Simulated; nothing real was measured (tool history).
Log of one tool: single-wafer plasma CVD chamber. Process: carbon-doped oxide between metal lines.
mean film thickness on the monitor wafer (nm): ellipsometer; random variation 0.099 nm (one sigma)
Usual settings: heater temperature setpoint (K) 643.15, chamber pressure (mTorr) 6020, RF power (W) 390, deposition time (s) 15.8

run     day  heater temperature setpoint (K)  chamber pressure (mTorr)  RF power (W)  deposition time (s)  wafers since the last listed run  hours since the last thermocouple change  hours since the last RF generator calibration  hours since the last manometer calibration  hours since the showerhead was replaced  hours since the gauge calibration  read-back reference wafer on the same gauge, thickness_nm  mean film thickness on the monitor wafer (nm)
  1       0                           643.15                      6020           390                 15.8                                 0                                    1663.6                                          891.5                                      1972.9                                   6564.1                               51.5                                                     67.394                                         62.635
  2   0.308                           643.15                      6020           390                 15.8                               326                                      1671                                          898.9                                      1980.3                                   6571.5                               58.9                                                     67.396                                         62.582
  3   0.692                           643.15                      5270           390                 14.3                               406                                    1680.2                                          908.1                                      1989.5                                   6580.7                               68.1                                                     67.429                                         55.578
  4   1.021                           643.15                      6810           390                 15.8                               349                                    1688.1                                            916                                      1997.4                                   6588.6                                 76                                                     67.386                                         63.586
  5   1.329                           643.15                      6020           390                 15.8                               326                                    1695.5                                          923.4                                      2004.8                                     6596                               83.4                                                      67.42                                         62.638
  6   1.617                           643.15                      6020           390                 15.8                               304                                    1702.4                                          930.3                                      2011.7                                   6602.9                               90.3                                                     67.375                                         62.739
  7   2.154                           643.15                      6020           390                 15.8                               569                                    1715.3                                          943.2                                      2024.6                                   6615.8                              103.2                                                     67.441                                         62.598
  8   2.788                           643.15                      6020           390                 15.8                               671                                    1730.5                                          958.4                                      2039.8                                     6631                              118.4                                                      67.38                                         62.649
      3.508  -- RF generator calibrated
       3.55  -- thermocouple changed; heater temperature recalibrated
  9   3.571                           643.15                      6020           390                 15.8                               432                                       0.5                                            1.5                                      2058.6                                   6649.8                              137.2                                                     67.392                                         65.674
 10   4.171                           643.15                      6020           390                 15.8                               636                                      14.9                                           15.9                                        2073                                   6664.2                              151.6                                                     67.395                                         65.481
 11   4.562                           652.15                      6020           390                 15.8                               415                                      24.3                                           25.3                                      2082.4                                   6673.6                                161                                                     67.404                                          64.09
 12   5.033                           643.15                      6020           390                 15.8                               499                                      35.6                                           36.6                                      2093.7                                   6684.9                              172.3                                                     67.401                                         65.431
      5.796  -- showerhead replaced
 13   5.817                           643.15                      6020           390                 17.2                               477                                      54.4                                           55.4                                      2112.5                                      0.5                              191.1                                                     67.395                                         70.963
 14   6.167                           643.15                      6020           390                 15.8                               371                                      62.8                                           63.8                                      2120.9                                      8.9                              199.5                                                      67.38                                          65.24
 15   6.533                           643.15                      6660           435                 15.8                               388                                      71.6                                           72.6                                      2129.7                                     17.7                              208.3                                                     67.424                                         70.093
 16   7.125                           643.15                      6020           390                 15.8                               627                                      85.8                                           86.8                                      2143.9                                     31.9                              222.5                                                     67.412                                         65.007
      7.517  -- capacitance manometer re-zeroed and calibrated
 17   7.538                           643.15                      6020           390                 15.8                                83                                      95.7                                           96.7                                         0.5                                     41.8                              232.4                                                     67.402                                         64.873
 18   7.729                           643.15                      6020           390                 15.8                               203                                     100.3                                          101.3                                         5.1                                     46.4                                237                                                     67.384                                         64.743
 19   8.412                           643.15                      6020           390                 18.9                               724                                     116.7                                          117.7                                        21.5                                     62.8                              253.4                                                     67.396                                         77.157
      8.712  -- gauge calibrated
 20   9.083                           643.15                      6020           335                 15.8                               711                                     132.8                                          133.8                                        37.6                                     78.9                                8.9                                                     67.427                                         59.082
 21   9.658                           632.15                      6020           460                 18.4                               609                                     146.6                                          147.6                                        51.4                                     92.7                               22.7                                                      67.41                                         84.857
 22    10.1                           632.15                      5580           425                 18.7                               468                                     157.2                                          158.2                                          62                                    103.3                               33.3                                                     67.405                                         81.124
 23  10.708                           643.15                      6020           390                 15.8                               645                                     171.8                                          172.8                                        76.6                                    117.9                               47.9                                                     67.423                                         64.397
 24  11.662                           643.15                      6450           390                 15.8                              1011                                     194.7                                          195.7                                        99.5                                    140.8                               70.8                                                     67.373                                         64.849

Hidden state or all else? Some run-to-run changes of mean film thickness on the monitor wafer (nm), split into what the settings, what came in and random variation would give without the hidden state, and what is left for the hidden state (with any gauge scatter that isn't in both results):
The hidden state here: wafer temperature above the value expected at the setpoint (K); delivered RF power above the setpoint (%); true pressure above the setpoint (%); gauge reads high (%).
Run 8 -> 9: RF generator calibrated, thermocouple changed; heater temperature recalibrated. mean film thickness on the monitor wafer (nm) +3.025: hidden state +2.975, all else +0.05.
Run 19 -> 20: RF power (W) 390 -> 335, deposition time (s) 18.9 -> 15.8, gauge calibrated. mean film thickness on the monitor wafer (nm) -18.075: hidden state +0.153, all else -18.228.
Run 20 -> 21: heater temperature setpoint (K) 643.15 -> 632.15, RF power (W) 335 -> 460, deposition time (s) 15.8 -> 18.4. mean film thickness on the monitor wafer (nm) +25.775: hidden state -0.499, all else +26.274.
